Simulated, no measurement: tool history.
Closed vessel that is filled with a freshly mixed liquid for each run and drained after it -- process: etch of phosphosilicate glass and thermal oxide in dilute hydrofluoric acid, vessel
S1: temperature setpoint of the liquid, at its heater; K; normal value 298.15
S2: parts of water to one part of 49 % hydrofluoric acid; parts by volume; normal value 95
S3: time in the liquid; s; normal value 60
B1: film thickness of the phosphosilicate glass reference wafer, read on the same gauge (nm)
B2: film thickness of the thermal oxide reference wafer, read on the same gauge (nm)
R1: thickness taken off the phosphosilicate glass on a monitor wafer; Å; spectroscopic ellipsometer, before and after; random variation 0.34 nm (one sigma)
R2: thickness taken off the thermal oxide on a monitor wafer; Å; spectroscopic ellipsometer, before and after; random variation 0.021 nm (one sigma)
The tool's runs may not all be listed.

{"run": 1, "day": 0.0, "S1": 298.15, "S2": 95, "S3": 60, "B1": 50.0, "B2": 29.989, "R1": 1572.7, "R2": 40.04}
{"run": 2, "day": 0.467, "S1": 298.15, "S2": 95, "S3": 60, "B1": 50.02, "B2": 30.014, "R1": 1572.4, "R2": 39.85}
{"run": 3, "day": 1.017, "S1": 298.15, "S2": 95, "S3": 60, "B1": 50.0, "B2": 29.994, "R1": 1580.8, "R2": 40.12}
{"run": 4, "day": 1.708, "S1": 298.15, "S2": 95, "S3": 60, "B1": 50.0, "B2": 29.993, "R1": 1583.6, "R2": 40.65}
{"run": 5, "day": 2.146, "S1": 298.15, "S2": 95, "S3": 60, "B1": 50.01, "B2": 29.989, "R1": 1571.1, "R2": 40.06}
{"run": 6, "day": 2.554, "S1": 298.15, "S2": 95, "S3": 60, "B1": 50.02, "B2": 29.999, "R1": 1576.0, "R2": 39.99}
{"day": 2.962, "done": "hydrofluoric acid flow meter replaced"}
{"run": 7, "day": 2.983, "S1": 298.15, "S2": 95, "S3": 60, "B1": 50.03, "B2": 30.02, "R1": 1456.8, "R2": 36.91}
{"run": 8, "day": 3.271, "S1": 298.15, "S2": 95, "S3": 60, "B1": 49.97, "B2": 29.986, "R1": 1453.5, "R2": 36.36}
{"day": 3.65, "done": "thermometer replaced"}
{"run": 9, "day": 3.671, "S1": 298.15, "S2": 95, "S3": 60, "B1": 49.99, "B2": 29.982, "R1": 1339.2, "R2": 34.36}
{"day": 3.954, "done": "gauge calibrated"}
{"run": 10, "day": 4.042, "S1": 298.15, "S2": 95, "S3": 60, "B1": 50.02, "B2": 30.039, "R1": 1331.1, "R2": 34.08}
{"run": 11, "day": 4.471, "S1": 301.15, "S2": 70, "S3": 60, "B1": 49.99, "B2": 30.014, "R1": 2118.2, "R2": 52.85}
{"run": 12, "day": 5.217, "S1": 294.15, "S2": 145, "S3": 60, "B1": 49.98, "B2": 29.98, "R1": 708.9, "R2": 17.96}
{"run": 13, "day": 5.617, "S1": 298.15, "S2": 95, "S3": 60, "B1": 49.97, "B2": 29.992, "R1": 1337.2, "R2": 33.81}
{"run": 14, "day": 6.071, "S1": 302.65, "S2": 80, "S3": 50, "B1": 50.06, "B2": 29.985, "R1": 1615.9, "R2": 40.83}
{"run": 15, "day": 6.517, "S1": 295.15, "S2": 130, "S3": 45, "B1": 50.04, "B2": 29.982, "R1": 627.2, "R2": 15.95}
{"run": 16, "day": 6.804, "S1": 293.65, "S2": 75, "S3": 40, "B1": 50.0, "B2": 30.0, "R1": 974.2, "R2": 24.62}
{"run": 17, "day": 7.362, "S1": 298.15, "S2": 95, "S3": 80, "B1": 50.01, "B2": 30.0, "R1": 1804.1, "R2": 45.47}
{"run": 18, "day": 7.633, "S1": 298.15, "S2": 95, "S3": 60, "B1": 50.0, "B2": 29.989, "R1": 1344.7, "R2": 34.01}
{"run": 19, "day": 8.183, "S1": 298.15, "S2": 55, "S3": 60, "B1": 50.0, "B2": 29.999, "R1": 2459.2, "R2": 61.76}
{"run": 20, "day": 8.592, "S1": 301.15, "S2": 125, "S3": 35, "B1": 50.01, "B2": 29.99, "R1": 646.4, "R2": 16.39}
{"run": 21, "day": 9.275, "S1": 298.15, "S2": 95, "S3": 90, "B1": 49.97, "B2": 30.005, "R1": 2024.0, "R2": 51.7}
{"run": 22, "day": 9.604, "S1": 295.65, "S2": 95, "S3": 60, "B1": 50.01, "B2": 30.009, "R1": 1223.9, "R2": 31.08}
{"run": 23, "day": 9.875, "S1": 294.65, "S2": 95, "S3": 90, "B1": 49.98, "B2": 30.014, "R1": 1762.0, "R2": 44.88}
{"run": 24, "day": 10.404, "S1": 298.15, "S2": 95, "S3": 30, "B1": 50.01, "B2": 29.99, "R1": 676.1, "R2": 17.17}
{"run": 25, "day": 10.871, "S1": 298.15, "S2": 95, "S3": 80, "B1": 49.99, "B2": 30.009, "R1": 1812.6, "R2": 45.86}
{"run": 26, "day": 11.288, "S1": 298.15, "S2": 95, "S3": 60, "B1": 50.01, "B2": 29.973, "R1": 1354.0, "R2": 34.45}

Consider 4 possible next runs. They are alternatives, not a sequence: every one starts from the tool as it was left by run 26. What does each give?
{"run": "A", "day": 11.317, "S1": 293.65, "S2": 95, "S3": 60, "B1": "?", "B2": "?", "R1": "?", "R2": "?"}
{"run": "B", "day": 11.317, "S1": 296.65, "S2": 95, "S3": 60, "B1": "?", "B2": "?", "R1": "?", "R2": "?"}
{"run": "C", "day": 11.317, "S1": 294.15, "S2": 95, "S3": 60, "B1": "?", "B2": "?", "R1": "?", "R2": "?"}
{"run": "D", "day": 11.317, "S1": 298.15, "S2": 110, "S3": 90, "B1": "?", "B2": "?", "R1": "?", "R2": "?"}

run=A B1=49.97 B2=29.985 R1=1132.8 R2=28.60
run=B B1=49.97 B2=29.985 R1=1278.5 R2=32.28
run=C B1=49.97 B2=29.985 R1=1156.1 R2=29.19
run=D B1=49.97 B2=29.985 R1=1725.1 R2=43.56
Take away the tool's hidden state, keep each run's random variation, and the runs would have read:
run=A R1=1057.5 R2=26.70
run=B R1=1194.0 R2=30.15
run=C R1=1079.3 R2=27.25
run=D R1=1611.1 R2=40.68
